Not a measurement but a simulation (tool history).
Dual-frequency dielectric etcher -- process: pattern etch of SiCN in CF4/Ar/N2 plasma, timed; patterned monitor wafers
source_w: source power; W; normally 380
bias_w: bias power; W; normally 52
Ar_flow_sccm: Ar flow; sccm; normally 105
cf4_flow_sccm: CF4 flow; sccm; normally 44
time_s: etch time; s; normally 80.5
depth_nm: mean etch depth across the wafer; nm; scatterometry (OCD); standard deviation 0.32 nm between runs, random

| run | day | source_w | bias_w | Ar_flow_sccm | cf4_flow_sccm | time_s | wafers since the last listed run | hours since the last wet clean | hours since the last source power generator calibration | hours since the last bias power generator calibration | hours since the last Ar flow controller change | hours since the last CF4 flow controller change | hours since the last upper electrode change | hours since the gauge calibration | read-back reference wafer on the same gauge, depth_nm | depth_nm |
|---|---|---|---|---|---|---|---|---|---|---|---|---|---|---|---|---|
| 1 | 0 | 380 | 52 | 105 | 48 | 80.5 | 0 | 204.5 | 1595.7 | 1955 | 5387.4 | 1703.1 | 1864.5 | 259.2 | 46.75 | 52.6 |
| 2 | 0.775 | 380 | 52 | 105 | 48 | 80.5 | 240 | 223.1 | 1614.3 | 1973.6 | 5406 | 1721.7 | 1883.1 | 277.8 | 46.67 | 51.83 |
| 3 | 2.167 | 380 | 52 | 91 | 44 | 80.5 | 431 | 256.5 | 1647.7 | 2007 | 5439.4 | 1755.1 | 1916.5 | 311.2 | 46.72 | 52.85 |
| 4 | 3.083 | 380 | 52 | 91 | 44 | 80.5 | 283 | 278.5 | 1669.7 | 2029 | 5461.4 | 1777.1 | 1938.5 | 333.2 | 46.69 | 52.21 |
| 5 | 6.954 | 380 | 52 | 91 | 44 | 80.5 | 1199 | 371.4 | 1762.6 | 2121.9 | 5554.3 | 1870 | 2031.4 | 426.1 | 46.68 | 51.65 |
|  | 7.496 | bias power generator calibrated |
| 6 | 8.354 | 380 | 52 | 105 | 44 | 80.5 | 382 | 405 | 1796.2 | 20.6 | 5587.9 | 1903.6 | 2065 | 459.7 | 46.74 | 51.62 |
| 7 | 9.625 | 380 | 52 | 105 | 44 | 80.5 | 393 | 435.5 | 1826.7 | 51.1 | 5618.4 | 1934.1 | 2095.5 | 490.2 | 46.66 | 50.97 |
|  | 10.146 | gauge calibrated |
|  | 10.438 | Ar flow controller replaced |
|  | 10.446 | CF4 flow controller replaced |
|  | 11.583 | upper electrode replaced |
| 8 | 11.604 | 380 | 52 | 105 | 44 | 102.5 | 223 | 483 | 1874.2 | 98.6 | 28 | 27.8 | 0.5 | 35 | 46.71 | 64.07 |
| 9 | 12.204 | 380 | 47 | 105 | 44 | 101 | 185 | 497.4 | 1888.6 | 113 | 42.4 | 42.2 | 14.9 | 49.4 | 46.69 | 61.1 |
| 10 | 13.346 | 380 | 52 | 105 | 44 | 80.5 | 353 | 524.8 | 1916 | 140.4 | 69.8 | 69.6 | 42.3 | 76.8 | 46.72 | 50.44 |
|  | 13.8 | source power generator calibrated |
|  | 14.642 | wet clean of the chamber |
| 11 | 14.683 | 380 | 55 | 105 | 44 | 80.5 | 102 | 1 | 21.2 | 172.5 | 101.9 | 101.7 | 74.4 | 108.9 | 46.72 | 54.06 |
| 12 | 15.229 | 290 | 43 | 105 | 44 | 88.5 | 169 | 14.1 | 34.3 | 185.6 | 115 | 114.8 | 87.5 | 122 | 46.7 | 39.28 |
| 13 | 18.65 | 380 | 52 | 105 | 44 | 80.5 | 1059 | 96.2 | 116.4 | 267.7 | 197.1 | 196.9 | 169.6 | 204.1 | 46.66 | 52.03 |
| 14 | 19.908 | 380 | 40 | 98 | 44 | 57.5 | 389 | 126.4 | 146.6 | 297.9 | 227.3 | 227.1 | 199.8 | 234.3 | 46.77 | 33.47 |
| 15 | 21.175 | 380 | 52 | 105 | 44 | 80.5 | 392 | 156.8 | 177 | 328.3 | 257.7 | 257.5 | 230.2 | 264.7 | 46.71 | 51.48 |

Below are 5 alternative next runs, each starting from the tool's condition after run 15. Predict each:
| A | 21.192 | 280 | 52 | 105 | 44 | 80.5 | 5 | 157.2 | 177.4 | 328.7 | 258.1 | 257.9 | 230.6 | 265.1 | ? | ? |
| B | 21.192 | 440 | 43 | 93 | 52 | 80.5 | 5 | 157.2 | 177.4 | 328.7 | 258.1 | 257.9 | 230.6 | 265.1 | ? | ? |
| C | 21.192 | 380 | 52 | 105 | 44 | 59.5 | 5 | 157.2 | 177.4 | 328.7 | 258.1 | 257.9 | 230.6 | 265.1 | ? | ? |
| D | 21.192 | 380 | 42 | 105 | 44 | 80.5 | 5 | 157.2 | 177.4 | 328.7 | 258.1 | 257.9 | 230.6 | 265.1 | ? | ? |
| E | 21.192 | 380 | 52 | 92 | 37 | 80.5 | 5 | 157.2 | 177.4 | 328.7 | 258.1 | 257.9 | 230.6 | 265.1 | ? | ? |

| run | read-back reference wafer on the same gauge, depth_nm | depth_nm |
|---|---|---|
| A | 46.73 | 37.05 |
| B | 46.73 | 57.52 |
| C | 46.73 | 38.19 |
| D | 46.73 | 46.89 |
| E | 46.73 | 51.17 |
Take away the tool's hidden state, keep each run's random variation, and the runs would have read:
| run | depth_nm |
|---|---|
| A | 37.49 |
| B | 58.21 |
| C | 38.64 |
| D | 47.45 |
| E | 51.79 |
